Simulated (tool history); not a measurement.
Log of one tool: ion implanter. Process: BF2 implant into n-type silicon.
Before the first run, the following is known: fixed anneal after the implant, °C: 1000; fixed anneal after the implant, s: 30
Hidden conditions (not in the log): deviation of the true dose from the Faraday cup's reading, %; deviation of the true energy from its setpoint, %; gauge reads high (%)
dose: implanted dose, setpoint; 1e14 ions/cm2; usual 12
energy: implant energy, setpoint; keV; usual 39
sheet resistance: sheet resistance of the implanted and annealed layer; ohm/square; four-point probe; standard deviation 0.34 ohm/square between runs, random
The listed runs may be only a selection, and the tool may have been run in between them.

run    hour   dose  energy  wafers since the last listed run  hours since the last dose calibration  hours since the extraction supply was calibrated  hours since the gauge calibration  read-back reference wafer on the same gauge, sheet resistance  sheet resistance
  1       0     12      39                                 0                                 1036.9                                            2580.1                              134.7                                                         131.01            137.87
  2    23.6  14.48    31.5                               744                                 1060.5                                            2603.7                              158.3                                                         131.03            143.07
  3    37.9  10.82      39                               451                                 1074.8                                              2618                              172.6                                                            131            144.09
  4      55  10.82      39                               539                                 1091.9                                            2635.1                              189.7                                                         131.02            144.52
  5    81.8  10.82      39                               845                                 1118.7                                            2661.9                              216.5                                                         130.92            143.82
  6   107.1     12    46.5                               798                                   1144                                            2687.2                              241.8                                                         130.91            128.93
  7   141.1     12    46.5                              1072                                   1178                                            2721.2                              275.8                                                         130.94            129.64
  8   175.6     12    46.5                              1088                                 1212.5                                            2755.7                              310.3                                                         130.97            128.87
  9   202.1  14.11      43                               835                                   1239                                            2782.2                              336.8                                                         131.03            125.87
 10   227.9     12      39                               813                                 1264.8                                              2808                              362.6                                                         130.94            137.32
 11   249.9     12      39                               694                                 1286.8                                              2830                              384.6                                                         131.09            137.76
 12   285.5  10.73      39                              1123                                 1322.4                                            2865.6                              420.2                                                         131.05            143.79
 13   301.1  10.73      39                               492                                   1338                                            2881.2                              435.8                                                         130.97            144.99
 14   333.8     12      39                              1031                                 1370.7                                            2913.9                              468.5                                                         131.01            138.04
 15   350.2     12      39                               517                                 1387.1                                            2930.3                              484.9                                                         130.99            137.32
 16   371.7     12      39                               678                                 1408.6                                            2951.8                              506.4                                                         131.01            137.61
 17   392.8     12      39                               665                                 1429.7                                            2972.9                              527.5                                                         131.08            137.69
      421.5  -- gauge calibrated
 18   425.6     12      39                              1034                                 1462.5                                            3005.7                                4.1                                                         130.91            137.26
 19   456.1   9.55      48                               962                                   1493                                            3036.2                               34.6                                                         131.05            142.93
 20   472.4  10.96    28.5                               514                                 1509.3                                            3052.5                               50.9                                                         131.01            160.63
 21   487.8   9.12      39                               485                                 1524.7                                            3067.9                               66.3                                                         131.03             156.5
 22   517.4   9.33    31.5                               933                                 1554.3                                            3097.5                               95.9                                                         130.87            165.29
        552  -- extraction supply calibrated
 23   613.5  15.41    29.5                              2779                                 1650.4                                              61.5                                192                                                         131.05            145.22
      646.7  -- Faraday cup replaced and dose calibrated
 24   647.2  15.16      33                               810                                    0.5                                              95.2                              225.7                                                         130.87            141.63
 25   674.3     12      39                               854                                   27.6                                             122.3                              252.8                                                         130.97            142.86
 26   695.1  15.41    29.5                               656                                   48.4                                             143.1                              273.6                                                         131.12            148.08
 27   760.7  10.49    27.5                              2069                                    114                                             208.7                              339.2                                                         131.03            172.29
 28   778.8     12      39                               570                                  132.1                                             226.8                              357.3                                                         131.07            142.49
 29   796.1  13.96    28.5                               545                                  149.4                                             244.1                              374.6                                                         130.99            154.13
 30   825.5  13.46      31                               927                                  178.8                                             273.5                                404                                                         131.12            150.24
 31   854.5   9.96      39                               914                                  207.8                                             302.5                                433                                                         130.89            156.94
      869.8  -- Faraday cup replaced and dose calibrated, repeated, since the last time left the tool worse
 32   877.6   8.61    45.5                               476                                    7.8                                             325.6                              456.1                                                         131.03            159.08
 33   909.1   8.73    31.5                               993                                   39.3                                             357.1                              487.6                                                         130.96            173.88
 34   925.9  10.82      39                               529                                   56.1                                             373.9                              504.4                                                         130.97            146.02
 35     979  14.32    28.5                              1675                                  109.2                                               427                              557.5                                                         131.06            150.81
      989.5  -- gauge calibrated
 36   995.5  13.34    25.5                               520                                  125.7                                             443.5                                  6                                                         130.99            160.19
 37  1020.8  10.82      39                               798                                    151                                             468.8                               31.3                                                         131.03            146.14
 38  1037.7  10.44    25.5                               533                                  167.9                                             485.7                               48.2                                                         130.99            171.89

What differs in the tool's unlogged condition from the final listed run ahead of each entry between runs to the first listed run following it?
After run 17, before run 18: gauge calibrated (hour 421.5)
  deviation of the true dose from the Faraday cup's reading, %: 3.14 -> 3.21
  what was measured, less what the result would be without the hidden state, sheet resistance: -1.62 -> -1.64 ohm/square
After run 22, before run 23: extraction supply calibrated (hour 552)
  deviation of the true dose from the Faraday cup's reading, %: 3.39 -> 3.58
  what was measured, less what the result would be without the hidden state, sheet resistance: -2.69 -> -0.88 ohm/square
After run 23, before run 24: Faraday cup replaced and dose calibrated (hour 646.7)
  deviation of the true dose from the Faraday cup's reading, %: 3.58 -> -6.5
  what was measured, less what the result would be without the hidden state, sheet resistance: -0.88 -> +2.08 ohm/square
After run 31, before run 32: Faraday cup replaced and dose calibrated, repeated, since the last time left the tool worse (hour 869.8)
  deviation of the true dose from the Faraday cup's reading, %: -6.09 -> -0.303
  what was measured, less what the result would be without the hidden state, sheet resistance: +5.27 -> +0.32 ohm/square
After run 35, before run 36: gauge calibrated (hour 989.5)
  deviation of the true dose from the Faraday cup's reading, %: -0.103 -> -0.0699
  what was measured, less what the result would be without the hidden state, sheet resistance: +0.03 -> +0.02 ohm/square
